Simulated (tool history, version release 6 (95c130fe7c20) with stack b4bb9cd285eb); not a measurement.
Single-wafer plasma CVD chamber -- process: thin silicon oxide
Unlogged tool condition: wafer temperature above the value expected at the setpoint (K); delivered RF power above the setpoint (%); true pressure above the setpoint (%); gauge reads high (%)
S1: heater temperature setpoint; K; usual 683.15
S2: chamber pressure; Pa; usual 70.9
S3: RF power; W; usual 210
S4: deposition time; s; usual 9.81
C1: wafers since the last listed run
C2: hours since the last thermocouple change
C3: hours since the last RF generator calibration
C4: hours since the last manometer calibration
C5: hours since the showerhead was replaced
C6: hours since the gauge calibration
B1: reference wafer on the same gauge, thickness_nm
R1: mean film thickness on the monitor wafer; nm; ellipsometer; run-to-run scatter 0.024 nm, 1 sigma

run   hour      S1    S2   S3     S4    C1      C2      C3      C4      C5      C6     B1      R1
  1      0  683.15  70.9  210   9.81     0  2664.9   572.7    1787  3581.5   281.9  8.697   9.711
  2     54  683.15  70.9  220  11.32  1457  2718.9   626.7    1841  3635.5   335.9  8.701  11.456
      96.8  -- thermocouple changed; heater temperature recalibrated
  3  116.5  683.15  70.9  210   9.81  1470    19.7   689.2  1903.5    3698   398.4  8.704   9.683
     152.9  -- capacitance manometer re-zeroed and calibrated
  4  177.9  683.15  70.9  210   9.81  1441    81.1   750.6      25  3759.4   459.8  8.699    9.97
     190.6  -- showerhead replaced
  5  242.3  693.15  70.9  210   8.68  1522   145.5     815    89.4    51.7   524.2  8.699   8.713
  6  293.3  693.15  70.9  210   8.68  1376   196.5     866   140.4   102.7   575.2  8.702   8.727
  7  356.6  693.15  70.9  210   8.68  1708   259.8   929.3   203.7     166   638.5  8.698   8.687
  8  394.5  683.15  70.9  210   9.81  1022   297.7   967.2   241.6   203.9   676.4  8.701   9.855
  9  434.2  683.15  67.2  185   9.81  1071   337.4  1006.9   281.3   243.6   716.1  8.705   8.558
 10  485.2  683.15  85.3  230   9.81  1376   388.4  1057.9   332.3   294.6   767.1  8.701  12.464
     512.1  -- RF generator calibrated
 11  516.8  683.15  55.1  225   9.81   636     420     4.7   363.9   326.2   798.7  8.696    8.05
 12  559.5  683.15  78.9  190   9.81  1152   462.7    47.4   406.6   368.9   841.4  8.703  10.446
 13    609  683.15  70.9  210   9.81  1335   512.2    96.9   456.1   418.4   890.9  8.703   9.939
 14  651.2  683.15  70.9  210   9.81  1138   554.4   139.1   498.3   460.6   933.1  8.701   9.885
 15  714.3  683.15  54.3  245   9.81  1702   617.5   202.2   561.4   523.7   996.2  8.703     8.2
 16  830.6  693.15  70.9  210   8.68  3138   733.8   318.5   677.7     640  1112.5  8.701   8.603
 17  872.8  696.15  70.9  235   9.81  1138     776   360.7   719.9   682.2  1154.7  8.701  10.402

The next listed run, before its measurement:
 18  901.6  683.15  70.9  210  8.5  777  804.8  389.5  748.7  711  1183.5   ?   ?

B1: 8.699
R1: 8.461 nm
With the hidden condition absent and the run-to-run variation left alone, this run would have shown R1 8.848 nm.

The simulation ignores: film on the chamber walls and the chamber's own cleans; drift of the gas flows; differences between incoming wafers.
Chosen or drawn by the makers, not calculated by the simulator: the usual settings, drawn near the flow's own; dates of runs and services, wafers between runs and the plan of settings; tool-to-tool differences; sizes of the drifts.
